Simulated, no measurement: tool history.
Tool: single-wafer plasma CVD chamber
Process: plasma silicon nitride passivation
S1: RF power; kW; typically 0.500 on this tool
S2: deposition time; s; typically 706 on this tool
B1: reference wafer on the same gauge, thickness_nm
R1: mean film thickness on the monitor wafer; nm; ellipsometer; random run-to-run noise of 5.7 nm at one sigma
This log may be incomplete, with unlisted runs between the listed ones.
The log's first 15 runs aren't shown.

{"run": 16, "hour": 395.6, "S1": 0.5, "S2": 642, "B1": 991.66, "R1": 1045.596}
{"hour": 417.9, "done": "showerhead replaced"}
{"run": 17, "hour": 428.4, "S1": 0.5, "S2": 706, "B1": 996.877, "R1": 1149.299}
{"run": 18, "hour": 442.5, "S1": 0.5, "S2": 706, "B1": 996.119, "R1": 1145.879}
{"run": 19, "hour": 457.2, "S1": 0.56, "S2": 771, "B1": 996.868, "R1": 1306.656}
{"run": 20, "hour": 473.3, "S1": 0.535, "S2": 583, "B1": 998.93, "R1": 976.928}
{"run": 21, "hour": 499.4, "S1": 0.5, "S2": 706, "B1": 1001.646, "R1": 1161.778}
{"run": 22, "hour": 511.9, "S1": 0.46, "S2": 706, "B1": 1003.121, "R1": 1120.42}
{"run": 23, "hour": 539.0, "S1": 0.56, "S2": 706, "B1": 1004.306, "R1": 1203.063}
{"run": 24, "hour": 571.1, "S1": 0.55, "S2": 706, "B1": 1004.141, "R1": 1184.616}
{"run": 25, "hour": 590.2, "S1": 0.415, "S2": 772, "B1": 1006.479, "R1": 1186.794}
{"run": 26, "hour": 619.6, "S1": 0.46, "S2": 818, "B1": 1007.633, "R1": 1310.361}
{"run": 27, "hour": 651.3, "S1": 0.5, "S2": 782, "B1": 1009.051, "R1": 1300.888}
{"run": 28, "hour": 675.4, "S1": 0.565, "S2": 820, "B1": 1010.486, "R1": 1397.288}
{"run": 29, "hour": 707.5, "S1": 0.415, "S2": 803, "B1": 1010.681, "R1": 1247.211}
{"run": 30, "hour": 729.5, "S1": 0.545, "S2": 783, "B1": 1012.825, "R1": 1331.401}
{"run": 31, "hour": 743.3, "S1": 0.5, "S2": 706, "B1": 1009.905, "R1": 1158.499}

Consider 4 possible next runs. They are alternatives, not a sequence: every one starts from the tool as it was left by run 31. What does each give?
{"run": "A", "hour": 743.9, "S1": 0.5, "S2": 706, "B1": "?", "R1": "?"}
{"run": "B", "hour": 743.9, "S1": 0.43, "S2": 624, "B1": "?", "R1": "?"}
{"run": "C", "hour": 743.9, "S1": 0.44, "S2": 706, "B1": "?", "R1": "?"}
{"run": "D", "hour": 743.9, "S1": 0.555, "S2": 670, "B1": "?", "R1": "?"}

run=A B1=1013.221 R1=1162.759
run=B B1=1013.221 R1=980.060
run=C B1=1013.221 R1=1116.928
run=D B1=1013.221 R1=1140.096
With the hidden condition removed and each run's random variation left untouched, the same runs would have given:
run=A R1=1138.677
run=B R1=959.762
run=C R1=1093.796
run=D R1=1116.484

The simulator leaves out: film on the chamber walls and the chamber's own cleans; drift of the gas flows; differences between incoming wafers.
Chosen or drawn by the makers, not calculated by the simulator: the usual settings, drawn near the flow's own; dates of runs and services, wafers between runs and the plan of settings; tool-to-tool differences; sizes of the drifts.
